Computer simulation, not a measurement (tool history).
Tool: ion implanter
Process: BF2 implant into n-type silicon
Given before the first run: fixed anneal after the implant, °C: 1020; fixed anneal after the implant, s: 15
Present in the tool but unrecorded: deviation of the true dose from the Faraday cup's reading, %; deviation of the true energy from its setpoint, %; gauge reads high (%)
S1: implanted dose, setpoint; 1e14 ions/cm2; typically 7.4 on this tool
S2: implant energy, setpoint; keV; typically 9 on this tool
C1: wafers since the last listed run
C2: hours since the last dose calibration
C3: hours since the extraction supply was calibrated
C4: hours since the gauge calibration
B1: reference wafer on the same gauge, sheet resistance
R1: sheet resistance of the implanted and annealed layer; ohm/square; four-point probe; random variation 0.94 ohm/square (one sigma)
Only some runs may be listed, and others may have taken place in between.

{"run": 1, "hour": 0.0, "S1": 6.64, "S2": 9, "C1": 0, "C2": 554.7, "C3": 3731.1, "C4": 236.3, "B1": 236.17, "R1": 280.57}
{"run": 2, "hour": 45.4, "S1": 6.64, "S2": 9, "C1": 673, "C2": 600.1, "C3": 3776.5, "C4": 281.7, "B1": 235.9, "R1": 278.45}
{"run": 3, "hour": 99.9, "S1": 6.64, "S2": 9, "C1": 808, "C2": 654.6, "C3": 3831, "C4": 336.2, "B1": 235.9, "R1": 280.57}
{"run": 4, "hour": 129.8, "S1": 7.4, "S2": 9, "C1": 443, "C2": 684.5, "C3": 3860.9, "C4": 366.1, "B1": 235.98, "R1": 266.42}
{"run": 5, "hour": 164.2, "S1": 7.4, "S2": 9, "C1": 510, "C2": 718.9, "C3": 3895.3, "C4": 400.5, "B1": 236.01, "R1": 265.81}
{"run": 6, "hour": 208.1, "S1": 7.4, "S2": 9, "C1": 651, "C2": 762.8, "C3": 3939.2, "C4": 444.4, "B1": 235.83, "R1": 265.68}
{"run": 7, "hour": 276.0, "S1": 7.4, "S2": 9, "C1": 1006, "C2": 830.7, "C3": 4007.1, "C4": 512.3, "B1": 236, "R1": 267.72}
{"run": 8, "hour": 302.3, "S1": 7.4, "S2": 9, "C1": 390, "C2": 857, "C3": 4033.4, "C4": 538.6, "B1": 236.03, "R1": 267.63}
{"run": 9, "hour": 352.4, "S1": 7.4, "S2": 9, "C1": 742, "C2": 907.1, "C3": 4083.5, "C4": 588.7, "B1": 236.15, "R1": 269.83}
{"hour": 413.7, "done": "gauge calibrated"}
{"run": 10, "hour": 418.5, "S1": 7.4, "S2": 9, "C1": 980, "C2": 973.2, "C3": 4149.6, "C4": 4.8, "B1": 235.98, "R1": 268.2}
{"run": 11, "hour": 470.8, "S1": 7.4, "S2": 9, "C1": 775, "C2": 1025.5, "C3": 4201.9, "C4": 57.1, "B1": 235.85, "R1": 271.26}
{"hour": 494.7, "done": "Faraday cup replaced and dose calibrated"}
{"run": 12, "hour": 508.8, "S1": 5.75, "S2": 9, "C1": 444, "C2": 14.1, "C3": 4239.9, "C4": 95.1, "B1": 235.96, "R1": 297.74}
{"run": 13, "hour": 562.1, "S1": 5.75, "S2": 9, "C1": 790, "C2": 67.4, "C3": 4293.2, "C4": 148.4, "B1": 236, "R1": 298.27}
{"run": 14, "hour": 627.9, "S1": 7.4, "S2": 9, "C1": 975, "C2": 133.2, "C3": 4359, "C4": 214.2, "B1": 235.89, "R1": 264.45}
{"run": 15, "hour": 664.2, "S1": 8.31, "S2": 10, "C1": 538, "C2": 169.5, "C3": 4395.3, "C4": 250.5, "B1": 235.89, "R1": 241.02}
{"run": 16, "hour": 729.5, "S1": 8.04, "S2": 10.5, "C1": 968, "C2": 234.8, "C3": 4460.6, "C4": 315.8, "B1": 236.2, "R1": 242.03}
{"run": 17, "hour": 764.7, "S1": 9.12, "S2": 6.5, "C1": 521, "C2": 270, "C3": 4495.8, "C4": 351, "B1": 235.98, "R1": 262.32}
{"run": 18, "hour": 813.0, "S1": 7.4, "S2": 9, "C1": 716, "C2": 318.3, "C3": 4544.1, "C4": 399.3, "B1": 235.84, "R1": 262.57}
{"hour": 861.6, "done": "extraction supply calibrated"}
{"run": 19, "hour": 905.1, "S1": 5.49, "S2": 7, "C1": 1247, "C2": 410.4, "C3": 43.5, "C4": 491.4, "B1": 235.92, "R1": 335.47}
{"run": 20, "hour": 952.5, "S1": 7.4, "S2": 6, "C1": 702, "C2": 457.8, "C3": 90.9, "C4": 538.8, "B1": 235.96, "R1": 300.81}
{"run": 21, "hour": 1006.1, "S1": 7.4, "S2": 6.5, "C1": 794, "C2": 511.4, "C3": 144.5, "C4": 592.4, "B1": 235.97, "R1": 293.13}
{"run": 22, "hour": 1031.7, "S1": 5.91, "S2": 11, "C1": 379, "C2": 537, "C3": 170.1, "C4": 618, "B1": 235.73, "R1": 277.98}
{"run": 23, "hour": 1057.2, "S1": 9.03, "S2": 7.5, "C1": 378, "C2": 562.5, "C3": 195.6, "C4": 643.5, "B1": 236.1, "R1": 256.86}
{"hour": 1093.8, "done": "gauge calibrated"}
{"run": 24, "hour": 1119.2, "S1": 6.64, "S2": 6, "C1": 919, "C2": 624.5, "C3": 257.6, "C4": 25.4, "B1": 235.89, "R1": 319.53}
{"run": 25, "hour": 1216.0, "S1": 9.31, "S2": 10.5, "C1": 1435, "C2": 721.3, "C3": 354.4, "C4": 122.2, "B1": 235.87, "R1": 229.52}
{"run": 26, "hour": 1269.2, "S1": 7.4, "S2": 9, "C1": 788, "C2": 774.5, "C3": 407.6, "C4": 175.4, "B1": 236.22, "R1": 265.98}

Forecast each of these 4 alternatives for the next run:
{"run": "A", "hour": 1269.6, "S1": 7.4, "S2": 9, "C1": 5, "C2": 774.9, "C3": 408, "C4": 175.8, "B1": "?", "R1": "?"}
{"run": "B", "hour": 1269.6, "S1": 8.91, "S2": 9, "C1": 5, "C2": 774.9, "C3": 408, "C4": 175.8, "B1": "?", "R1": "?"}
{"run": "C", "hour": 1269.6, "S1": 7.97, "S2": 9, "C1": 5, "C2": 774.9, "C3": 408, "C4": 175.8, "B1": "?", "R1": "?"}
{"run": "D", "hour": 1269.6, "S1": 6.43, "S2": 9, "C1": 5, "C2": 774.9, "C3": 408, "C4": 175.8, "B1": "?", "R1": "?"}

run=A B1=235.92 R1=266.92
run=B B1=235.92 R1=245.65
run=C B1=235.92 R1=257.86
run=D B1=235.92 R1=286.06
What these runs would have given with no unlogged condition in the tool:
run=A R1=263.62
run=B R1=243.01
run=C R1=254.82
run=D R1=282.28

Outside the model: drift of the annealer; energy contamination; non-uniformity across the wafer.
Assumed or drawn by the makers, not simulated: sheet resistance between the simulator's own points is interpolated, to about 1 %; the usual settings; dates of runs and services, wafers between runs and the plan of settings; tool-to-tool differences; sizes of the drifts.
